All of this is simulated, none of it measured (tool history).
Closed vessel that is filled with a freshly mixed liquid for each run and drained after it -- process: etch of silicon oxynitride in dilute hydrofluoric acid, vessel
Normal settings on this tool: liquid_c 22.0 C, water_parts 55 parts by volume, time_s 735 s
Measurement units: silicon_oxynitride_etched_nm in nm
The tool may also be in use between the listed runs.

run	day	liquid_c	water_parts	time_s	wafers since the last listed run	hours since the thermometer was replaced	hours since the hydrofluoric acid flow meter was replaced	hours since the gauge calibration	read-back film thickness of the silicon oxynitride reference wafer, read on the same gauge (nm)	silicon_oxynitride_etched_nm
1	0.000	22.0	55	735	0	968.7	470.5	633.4	38.71	20.23
2	2.512	22.0	55	735	3127	1029.0	530.8	693.7	38.70	19.96
# day 2.579: thermometer replaced
3	3.742	22.0	60	735	1478	27.9	560.3	723.2	38.65	18.11
4	5.950	22.0	60	735	2748	80.9	613.3	776.2	38.66	18.47
5	7.267	25.5	55	735	1638	112.5	644.9	807.8	38.63	23.73
# day 9.088: gauge calibrated
6	9.192	25.5	55	735	2396	158.7	691.1	2.5	40.01	24.31
7	10.562	22.0	55	735	1706	191.6	724.0	35.4	39.84	20.54
8	12.088	22.0	55	735	1898	228.2	760.6	72.0	39.66	20.43
9	13.608	22.0	55	735	1893	264.7	797.1	108.5	39.56	20.71
10	14.679	22.0	55	735	1332	290.4	822.8	134.2	39.46	20.33
11	15.721	22.0	55	735	1296	315.4	847.8	159.2	39.37	20.43
12	17.029	22.0	55	735	1628	346.8	879.2	190.6	39.29	20.31
13	19.017	22.0	55	735	2473	394.5	926.9	238.3	39.19	20.28
14	21.696	22.0	55	735	3334	458.8	991.2	302.6	39.05	20.10
15	22.929	25.0	70	420	1535	488.4	1020.8	332.2	39.05	10.37
16	25.042	17.5	70	735	2629	539.1	1071.5	382.9	38.94	12.55
# day 27.688: hydrofluoric acid flow meter replaced
17	31.904	22.0	35	870	8490	703.8	101.2	547.6	38.78	37.69
18	34.717	20.0	35	505	3500	771.3	168.7	615.1	38.73	19.64
19	37.550	23.5	55	505	3526	839.3	236.7	683.1	38.69	14.95
20	38.654	20.5	75	735	1374	865.8	263.2	709.6	38.70	13.28
21	40.608	25.5	55	735	2432	912.7	310.1	756.5	38.68	23.69
# day 42.054: thermometer replaced
22	43.588	18.5	40	1095	3656	36.8	381.6	828.0	38.64	34.39
23	46.129	22.0	25	735	3163	97.8	442.6	889.0	38.65	44.73
# day 47.367: gauge calibrated
24	48.567	22.0	35	870	3034	156.3	501.1	28.8	39.81	38.82
25	50.683	20.5	55	735	2634	207.1	551.9	79.6	39.58	19.01
26	58.079	22.0	55	990	9206	384.6	729.4	257.1	39.13	27.19
27	60.679	24.0	55	905	3236	447.0	791.8	319.5	38.98	27.34
28	61.954	22.0	55	735	1587	477.6	822.4	350.1	38.93	20.13
29	63.088	22.0	75	735	1410	504.8	849.6	377.3	38.90	14.45

3 options for the next run, each taken on its own from the tool as it stands now. Forecast them:
A	63.125	22.0	55	735	46	505.7	850.5	378.2	?	?
B	63.125	18.0	45	845	46	505.7	850.5	378.2	?	?
C	63.125	20.0	30	575	46	505.7	850.5	378.2	?	?

run	read-back film thickness of the silicon oxynitride reference wafer, read on the same gauge (nm)	silicon_oxynitride_etched_nm
A	38.88	20.25
B	38.88	23.43
C	38.88	26.71
Take away the tool's hidden state, keep each run's random variation, and the runs would have read:
run	silicon_oxynitride_etched_nm
A	20.82
B	24.09
C	27.47

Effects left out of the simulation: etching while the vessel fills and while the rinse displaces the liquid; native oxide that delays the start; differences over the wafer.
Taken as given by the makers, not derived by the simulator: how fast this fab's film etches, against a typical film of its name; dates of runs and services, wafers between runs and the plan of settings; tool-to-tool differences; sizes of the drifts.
